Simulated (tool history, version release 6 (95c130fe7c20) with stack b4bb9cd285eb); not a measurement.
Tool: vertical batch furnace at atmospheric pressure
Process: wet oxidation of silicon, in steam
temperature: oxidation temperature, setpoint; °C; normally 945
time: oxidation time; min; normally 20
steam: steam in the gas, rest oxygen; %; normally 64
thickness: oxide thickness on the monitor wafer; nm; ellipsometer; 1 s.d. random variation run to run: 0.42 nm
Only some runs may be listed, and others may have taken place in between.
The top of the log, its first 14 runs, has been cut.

run     day  temperature  time  steam  wafers since the last listed run  hours since the last temperature calibration  hours since the steam generator was serviced  hours since the gauge calibration  read-back reference wafer on the same gauge, thickness  thickness
 15  28.967          953    20     64                               586                                         292.9                                         213.5                             1502.3                                                   70.47       93.2
 16  31.938          954    20     68                              1201                                         364.2                                         284.8                             1573.6                                                   70.52      98.64
 17   33.15          945  12.5     64                               490                                         393.3                                         313.9                             1602.7                                                   70.64      62.55
 18  35.838          945    20     61                              1087                                         457.8                                         378.4                             1667.2                                                   70.45       83.5
 19  38.279          967    20     64                               987                                         516.4                                           437                             1725.8                                                   70.53     106.37
 20  42.167          945    25     64                              1572                                         609.7                                         530.3                             1819.1                                                   70.59     101.41
     43.262  -- gauge calibrated
 21  45.121          945    20     72                              1194                                         680.6                                         601.2                               44.6                                                    70.4      93.02
 22  46.421          945    20     64                               525                                         711.8                                         632.4                               75.8                                                   70.56       86.3
 23    47.6          933    20     57                               476                                         740.1                                         660.7                              104.1                                                    70.5      71.26

Run 24 comes next. What will it give?
 24  48.938          933    12     68                               541                                         772.2                                         692.8                              136.2                                                       ?          ?

{"run 24": {"read-back reference wafer on the same gauge, thickness": 70.42, "thickness": 56.86}}
On a tool with no hidden condition, and with the same random variation, this run would have come out at thickness 58.23 nm.

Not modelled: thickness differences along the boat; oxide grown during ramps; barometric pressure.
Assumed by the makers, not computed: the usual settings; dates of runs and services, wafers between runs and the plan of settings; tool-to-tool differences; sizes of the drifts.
